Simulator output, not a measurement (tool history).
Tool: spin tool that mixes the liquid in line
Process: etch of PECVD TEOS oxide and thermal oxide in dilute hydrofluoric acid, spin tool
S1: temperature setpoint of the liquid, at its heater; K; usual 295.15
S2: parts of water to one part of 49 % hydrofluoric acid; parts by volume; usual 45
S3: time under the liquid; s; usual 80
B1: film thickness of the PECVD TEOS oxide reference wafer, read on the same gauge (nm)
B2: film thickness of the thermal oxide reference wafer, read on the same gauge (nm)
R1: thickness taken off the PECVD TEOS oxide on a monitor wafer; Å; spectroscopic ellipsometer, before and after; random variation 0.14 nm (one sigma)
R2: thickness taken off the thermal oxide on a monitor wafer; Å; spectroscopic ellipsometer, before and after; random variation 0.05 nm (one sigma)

Run 1, hour 0: usual settings; B1 120.02; B2 140.01. Result: R1 311.1 Å, R2 82 Å.
At hour 29.8: gauge calibrated.
Run 2, hour 58: usual settings but S1 293.15 K, S3 105 s; B1 120.01; B2 140.02. Result: R1 372.1 Å, R2 99.1 Å.
Run 3, hour 117.8: usual settings but S1 293.15 K, S3 105 s; B1 120; B2 140.02. Result: R1 371.4 Å, R2 99 Å.
Run 4, hour 174.5: usual settings but S3 115 s; B1 120; B2 140. Result: R1 444.3 Å, R2 117 Å.
Run 5, hour 209: usual settings but S3 115 s; B1 120; B2 140. Result: R1 440.6 Å, R2 117.7 Å.
Run 6, hour 248.5: usual settings but S3 115 s; B1 120.01; B2 140.01. Result: R1 442.7 Å, R2 116.7 Å.
Run 7, hour 289.9: usual settings but S3 105 s; B1 120.02; B2 140.01. Result: R1 402.8 Å, R2 107.2 Å.
Run 8, hour 320: usual settings; B1 119.97; B2 139.98. Result: R1 306.3 Å, R2 81.1 Å.
Run 9, hour 382.5: usual settings but S1 296.65 K, S2 50 parts by volume; B1 120.04; B2 140.01. Result: R1 290.6 Å, R2 76.5 Å.
At hour 422.7: thermometer replaced.
Run 10, hour 437.9: usual settings but S1 296.65 K, S2 50 parts by volume; B1 120; B2 140. Result: R1 291.2 Å, R2 76.5 Å.
Run 11, hour 480.8: usual settings; B1 120.03; B2 140. Result: R1 305 Å, R2 80.3 Å.
Run 12, hour 515.7: usual settings; B1 120.01; B2 140. Result: R1 304.2 Å, R2 80.3 Å.
Run 13, hour 545.6: usual settings but S2 30 parts by volume, S3 50 s; B1 119.98; B2 140.01. Result: R1 292.1 Å, R2 77.1 Å.
At hour 568.4: hydrofluoric acid flow meter replaced.
Run 14, hour 585.1: usual settings but S3 35 s; B1 119.95; B2 139.99. Result: R1 142.6 Å, R2 37.8 Å.
At hour 609.9: gauge calibrated.
Run 15, hour 641.1: usual settings; B1 119.97; B2 140. Result: R1 324.3 Å, R2 86.8 Å.
Run 16, hour 680.7: usual settings but S1 298.15 K; B1 120.03; B2 140.01. Result: R1 369.9 Å, R2 98.6 Å.
Run 17, hour 714.1: usual settings but S1 292.15 K; B1 120.03; B2 140. Result: R1 287.1 Å, R2 75.8 Å.
Run 18, hour 781.2: usual settings but S1 297.15 K; B1 119.97; B2 140. Result: R1 353.6 Å, R2 93.1 Å.
Run 19, hour 809.1: usual settings but S1 293.15 K, S2 65 parts by volume, S3 50 s; B1 120; B2 140. Result: R1 126 Å, R2 33.1 Å.
Run 20, hour 857.7: usual settings but S1 298.15 K, S2 65 parts by volume, S3 45 s; B1 120.07; B2 140.01. Result: R1 138.7 Å, R2 36.8 Å.
Run 21, hour 912.6: usual settings but S1 290.65 K, S3 60 s; B1 120.01; B2 140. Result: R1 199.8 Å, R2 53 Å.
Run 22, hour 974.7: usual settings but S1 297.15 K, S2 55 parts by volume, S3 40 s; B1 120.01; B2 140.01. Result: R1 141.6 Å, R2 37 Å.
Run 23, hour 1007.5: usual settings but S2 30 parts by volume; B1 119.97; B2 140.01. Result: R1 490.5 Å, R2 129.7 Å.
Run 24, hour 1032: usual settings; B1 119.98; B2 140.02. Result: R1 318.5 Å, R2 84.7 Å.

What the log doesn't show, run by run:
liquid colder than its thermometer reads (K): 0 in every run
gauge reads high (%): 0 in every run
H1: hydrofluoric acid flow below the setpoint (%)
run    H1
  1  5.64
  2  5.84
  3  6.04
  4  6.23
  5  6.35
  6  6.49
  7  6.63
  8  6.73
  9  6.95
 10  7.14
 11  7.28
 12   7.4
 13  7.51
 14  1.07
 15  1.26
 16   1.4
 17  1.51
 18  1.74
 19  1.84
 20     2
 21  2.19
 22   2.4
 23  2.52
 24   2.6
